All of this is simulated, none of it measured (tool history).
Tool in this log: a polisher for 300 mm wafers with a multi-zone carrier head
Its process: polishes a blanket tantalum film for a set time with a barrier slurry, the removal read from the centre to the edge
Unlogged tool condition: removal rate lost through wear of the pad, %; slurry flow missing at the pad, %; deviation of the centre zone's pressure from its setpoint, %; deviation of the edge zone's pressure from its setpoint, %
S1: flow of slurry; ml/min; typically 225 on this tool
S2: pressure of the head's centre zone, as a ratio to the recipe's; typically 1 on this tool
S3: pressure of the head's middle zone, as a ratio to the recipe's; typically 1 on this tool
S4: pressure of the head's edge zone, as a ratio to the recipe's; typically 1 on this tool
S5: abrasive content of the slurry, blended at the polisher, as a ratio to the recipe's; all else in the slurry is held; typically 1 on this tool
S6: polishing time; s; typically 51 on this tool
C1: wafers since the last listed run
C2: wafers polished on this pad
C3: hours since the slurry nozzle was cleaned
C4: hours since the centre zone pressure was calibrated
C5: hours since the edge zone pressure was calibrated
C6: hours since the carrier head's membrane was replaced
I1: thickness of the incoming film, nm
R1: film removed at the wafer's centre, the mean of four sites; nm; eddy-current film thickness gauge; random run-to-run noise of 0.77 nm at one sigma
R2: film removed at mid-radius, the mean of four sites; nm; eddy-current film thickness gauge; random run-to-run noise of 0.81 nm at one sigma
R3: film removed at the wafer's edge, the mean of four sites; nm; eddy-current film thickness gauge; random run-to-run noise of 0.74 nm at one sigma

| run | hour | S1 | S2 | S3 | S4 | S5 | S6 | C1 | C2 | C3 | C4 | C5 | C6 | I1 | R1 | R2 | R3 |
|---|---|---|---|---|---|---|---|---|---|---|---|---|---|---|---|---|---|
| 1 | 0 | 225 | 0.94 | 1 | 1 | 1 | 51 | 0 | 437 | 400.2 | 782.3 | 1078.4 | 892.2 | 200.3 | 52.3 | 54.6 | 56.2 |
| 2 | 10.6 | 225 | 1 | 1 | 1 | 1 | 39 | 141 | 579 | 410.8 | 792.9 | 1089 | 902.8 | 197.2 | 42.5 | 42 | 43.7 |
| 3 | 25.9 | 225 | 1 | 1 | 1 | 1.2 | 51 | 204 | 783 | 426.1 | 808.2 | 1104.3 | 918.1 | 201 | 57.1 | 56.2 | 58 |
| 4 | 37.2 | 225 | 1 | 1 | 1 | 1.2 | 51 | 150 | 934 | 437.4 | 819.5 | 1115.6 | 929.4 | 200 | 56 | 56.3 | 57.8 |
| 5 | 52.1 | 225 | 1 | 1 | 1 | 1.2 | 51 | 198 | 1133 | 452.3 | 834.4 | 1130.5 | 944.3 | 199.3 | 55.3 | 52.8 | 55.5 |
|  | 56.7 | worn pad replaced by a new one |
| 6 | 63.9 | 255 | 1 | 1 | 1 | 0.8 | 51 | 104 | 96 | 464.1 | 846.2 | 1142.3 | 956.1 | 201.9 | 53.6 | 52.5 | 53.4 |
| 7 | 70.9 | 225 | 1 | 1 | 1 | 1 | 51 | 93 | 189 | 471.1 | 853.2 | 1149.3 | 963.1 | 198.9 | 55.9 | 54.4 | 55.7 |
| 8 | 85.9 | 225 | 1 | 1 | 1 | 1 | 51 | 200 | 390 | 486.1 | 868.2 | 1164.3 | 978.1 | 197.8 | 56.1 | 55 | 55.1 |
| 9 | 117.3 | 225 | 1 | 1 | 1 | 1 | 51 | 419 | 809 | 517.5 | 899.6 | 1195.7 | 1009.5 | 197.4 | 52.4 | 51.8 | 53.5 |
|  | 129.8 | edge zone pressure recalibrated |
| 10 | 130.3 | 225 | 1 | 1 | 1 | 1 | 51 | 146 | 956 | 530.5 | 912.6 | 0.5 | 1022.5 | 202 | 52.7 | 50.6 | 51.6 |
| 11 | 137.6 | 295 | 1 | 1 | 1 | 1 | 44 | 97 | 1053 | 537.8 | 919.9 | 7.8 | 1029.8 | 201.6 | 46.2 | 46.2 | 46.9 |
|  | 144.6 | worn pad replaced by a new one |
| 12 | 152.4 | 225 | 1 | 1 | 1 | 1 | 51 | 144 | 104 | 552.6 | 934.7 | 22.6 | 1044.6 | 202.7 | 56.6 | 56.5 | 56.2 |
|  | 158.6 | carrier head's membrane replaced by a new one |
|  | 161.3 | slurry nozzle cleaned |
| 13 | 162 | 225 | 1 | 1 | 1 | 1 | 35 | 48 | 152 | 0.7 | 944.3 | 32.2 | 3.4 | 200.9 | 38.1 | 38.1 | 38.9 |
|  | 191 | centre zone pressure recalibrated |
| 14 | 191.7 | 225 | 1 | 1 | 1 | 1 | 51 | 369 | 522 | 30.4 | 0.7 | 61.9 | 33.1 | 203.9 | 55.4 | 53 | 55.4 |
| 15 | 201.5 | 225 | 1 | 1 | 1 | 1 | 40 | 130 | 652 | 40.2 | 10.5 | 71.7 | 42.9 | 199.1 | 43.5 | 41.6 | 43 |
| 16 | 213.4 | 225 | 1 | 1 | 0.9 | 1 | 34 | 158 | 811 | 52.1 | 22.4 | 83.6 | 54.8 | 198.3 | 36.1 | 35.1 | 34.6 |
| 17 | 222.3 | 170 | 0.9 | 1 | 1 | 1.15 | 51 | 118 | 930 | 61 | 31.3 | 92.5 | 63.7 | 200.2 | 46.4 | 51.6 | 55.4 |
| 18 | 230.2 | 225 | 1 | 1 | 1.07 | 1.15 | 51 | 105 | 1036 | 68.9 | 39.2 | 100.4 | 71.6 | 199.9 | 52.9 | 53.7 | 54.6 |
|  | 235.2 | worn pad replaced by a new one |
| 19 | 239.6 | 280 | 1 | 0.89 | 1 | 1 | 51 | 72 | 58 | 78.3 | 48.6 | 109.8 | 81 | 200.7 | 59.1 | 51.9 | 57.9 |
| 20 | 247.7 | 225 | 0.93 | 1 | 1 | 1 | 38 | 108 | 166 | 86.4 | 56.7 | 117.9 | 89.1 | 202.2 | 38.4 | 41.7 | 42.4 |
| 21 | 254.4 | 225 | 1 | 1 | 1 | 1 | 51 | 89 | 255 | 93.1 | 63.4 | 124.6 | 95.8 | 202.8 | 54.6 | 54.3 | 55.3 |

How would selected steps in R1 from run to run divide? Give the signed amount a tool lacking its hidden state would still show from settings, what came in and random variation, and the signed amount left for the hidden state, including any gauge scatter that is not in both of the compared results.
Run 5 -> 6: S1 225 -> 255, S5 1.2 -> 0.8, worn pad replaced by a new one. R1 -1.7 nm: hidden state +4, all else -5.7.
Run 11 -> 12: S1 295 -> 225, S6 44 -> 51, worn pad replaced by a new one. R1 +10.4 nm: hidden state +4.2, all else +6.2.
Run 12 -> 13: S6 51 -> 35, carrier head's membrane replaced by a new one, slurry nozzle cleaned. R1 -18.5 nm: hidden state -0.1, all else -18.4.
Run 19 -> 20: S1 280 -> 225, S2 1 -> 0.93, S3 0.89 -> 1, S6 51 -> 38. R1 -20.7 nm: hidden state +0.2, all else -20.9.
